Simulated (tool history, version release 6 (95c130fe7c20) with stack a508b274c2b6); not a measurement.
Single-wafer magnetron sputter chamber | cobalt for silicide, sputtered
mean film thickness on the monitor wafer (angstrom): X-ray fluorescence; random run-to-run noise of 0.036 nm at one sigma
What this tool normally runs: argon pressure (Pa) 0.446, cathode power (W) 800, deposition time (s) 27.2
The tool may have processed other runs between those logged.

run     day  argon pressure (Pa)  cathode power (W)  deposition time (s)  read-back reference wafer on the same gauge, thickness_nm  mean film thickness on the monitor wafer (angstrom)
  1   0.000                0.446                800                 27.2                                                      9.601                                               101.13
  2   1.296                0.446                800                 27.2                                                      9.601                                               101.34
      2.604  -- sputter target and shields replaced
  3   4.500                0.446                800                 27.2                                                      9.590                                               102.01
  4   5.296                0.446                800                 27.2                                                      9.609                                               102.03
  5   6.617                0.446                800                 27.2                                                      9.606                                               101.52
      7.188  -- gauge calibrated
  6   7.417                0.446                800                 27.2                                                      9.609                                               101.84
  7   8.075                0.446                800                 27.2                                                      9.601                                               100.86
  8   8.754                0.305                800                 30.5                                                      9.592                                               116.16
  9   9.450                0.305                800                 30.5                                                      9.594                                               116.77
 10  10.404                0.305                800                 30.5                                                      9.613                                               116.12
     10.925  -- sputter target and shields replaced
     11.312  -- magnet pack replaced, of another model than before
 11  11.596                0.446                800                 27.2                                                      9.597                                               103.02
 12  12.842                0.446                800                 27.2                                                      9.593                                               101.70
     13.262  -- capacitance manometer re-zeroed and calibrated
 13  14.196                0.380                900                 27.2                                                      9.606                                               115.61
 14  14.821                0.305                800                 30.5                                                      9.612                                               116.38
 15  16.762                0.564                850                 25.8                                                      9.598                                                99.54
     17.625  -- sputter target and shields replaced
 16  17.646                0.446                800                 27.2                                                      9.602                                               102.66
 17  19.042                0.389                900                 23.0                                                      9.608                                                98.30
 18  20.012                0.347                950                 31.4                                                      9.591                                               142.85
     20.696  -- gauge calibrated
 19  20.792                0.380                900                 27.2                                                      9.604                                               115.92
 20  21.542                0.446                700                 27.2                                                      9.595                                                88.95
 21  22.062                0.446                800                 27.2                                                      9.604                                               100.98
 22  23.217                0.446                800                 27.2                                                      9.594                                               101.05
 23  24.088                0.619                800                 30.3                                                      9.603                                               109.05
 24  24.929                0.343                950                 23.2                                                      9.613                                               103.20
     26.288  -- sputter target and shields replaced
 25  26.308                0.562                850                 29.7                                                      9.613                                               116.80

What if the next run were any one of these 3? Each begins from the tool's condition after run 25:
  A  26.325                0.446                800                 23.9                                                          ?                                                    ?
  B  26.325                0.446                800                 31.3                                                          ?                                                    ?
  C  26.325                0.446                950                 27.2                                                          ?                                                    ?

run  read-back reference wafer on the same gauge, thickness_nm  mean film thickness on the monitor wafer (angstrom)
  A                                                      9.593                                                90.42
  B                                                      9.593                                               118.42
  C                                                      9.593                                               121.78
Without the tool's unlogged condition, the same runs would have read:
run  mean film thickness on the monitor wafer (angstrom)
  A                                                90.80
  B                                               118.91
  C                                               122.28
